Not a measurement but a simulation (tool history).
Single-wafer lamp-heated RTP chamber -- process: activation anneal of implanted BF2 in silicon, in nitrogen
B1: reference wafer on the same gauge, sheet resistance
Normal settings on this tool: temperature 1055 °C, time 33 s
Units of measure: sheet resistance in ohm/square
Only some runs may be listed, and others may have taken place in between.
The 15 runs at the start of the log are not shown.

-- hour=376.9 pyrometer window cleaned and pyrometer calibrated
run 16 hour=379.4 | temperature=1055 time=44 | B1=168.93 | sheet_resistance=129.91
-- hour=405.4 gauge calibrated
run 17 hour=411.4 | temperature=1055 time=43 | B1=169.16 | sheet_resistance=129.45
run 18 hour=427.0 | temperature=1055 time=43 | B1=168.86 | sheet_resistance=130.64
run 19 hour=460.7 | temperature=1082 time=33 | B1=169.04 | sheet_resistance=107.78
run 20 hour=493.0 | temperature=1055 time=33 | B1=168.87 | sheet_resistance=137.81
run 21 hour=512.0 | temperature=1072 time=50 | B1=169.15 | sheet_resistance=107.16
run 22 hour=539.5 | temperature=1040 time=19 | B1=168.76 | sheet_resistance=165.48
run 23 hour=551.8 | temperature=1055 time=16 | B1=168.95 | sheet_resistance=154.61
run 24 hour=583.2 | temperature=1055 time=33 | B1=169.13 | sheet_resistance=136.68
-- hour=602.1 reflector plate cleaned
run 25 hour=602.6 | temperature=1074 time=33 | B1=168.88 | sheet_resistance=119.91
run 26 hour=622.6 | temperature=1055 time=20 | B1=169.38 | sheet_resistance=153.25
run 27 hour=644.7 | temperature=1080 time=15 | B1=169.11 | sheet_resistance=139.20
run 28 hour=672.0 | temperature=1036 time=33 | B1=168.70 | sheet_resistance=155.61
run 29 hour=723.9 | temperature=1085 time=41 | B1=169.33 | sheet_resistance=102.09
run 30 hour=755.4 | temperature=1074 time=21 | B1=169.05 | sheet_resistance=132.25
run 31 hour=771.4 | temperature=1034 time=20 | B1=169.14 | sheet_resistance=174.35
run 32 hour=799.8 | temperature=1043 time=16 | B1=168.75 | sheet_resistance=170.25
run 33 hour=831.9 | temperature=1068 time=47 | B1=169.04 | sheet_resistance=115.92
run 34 hour=851.0 | temperature=1084 time=52 | B1=168.88 | sheet_resistance=98.19
-- hour=869.7 pyrometer window cleaned and pyrometer calibrated
run 35 hour=884.4 | temperature=1055 time=33 | B1=169.25 | sheet_resistance=139.24
run 36 hour=915.8 | temperature=1055 time=33 | B1=169.05 | sheet_resistance=140.27
run 37 hour=934.7 | temperature=1083 time=20 | B1=168.77 | sheet_resistance=126.48
run 38 hour=957.6 | temperature=1033 time=28 | B1=169.24 | sheet_resistance=162.00

Branching from run 38: 3 alternative next runs. What would each branch give?
run A hour=958.0 | temperature=1031 time=33 | B1=? | sheet_resistance=?
run B hour=958.0 | temperature=1037 time=33 | B1=? | sheet_resistance=?
run C hour=958.0 | temperature=1073 time=41 | B1=? | sheet_resistance=?

run=A B1=169.27 sheet_resistance=158.31
run=B B1=169.27 sheet_resistance=154.58
run=C B1=169.27 sheet_resistance=112.77
Without the tool's unlogged condition, the same runs would have read:
run=A sheet_resistance=159.35
run=B sheet_resistance=155.52
run=C sheet_resistance=114.49
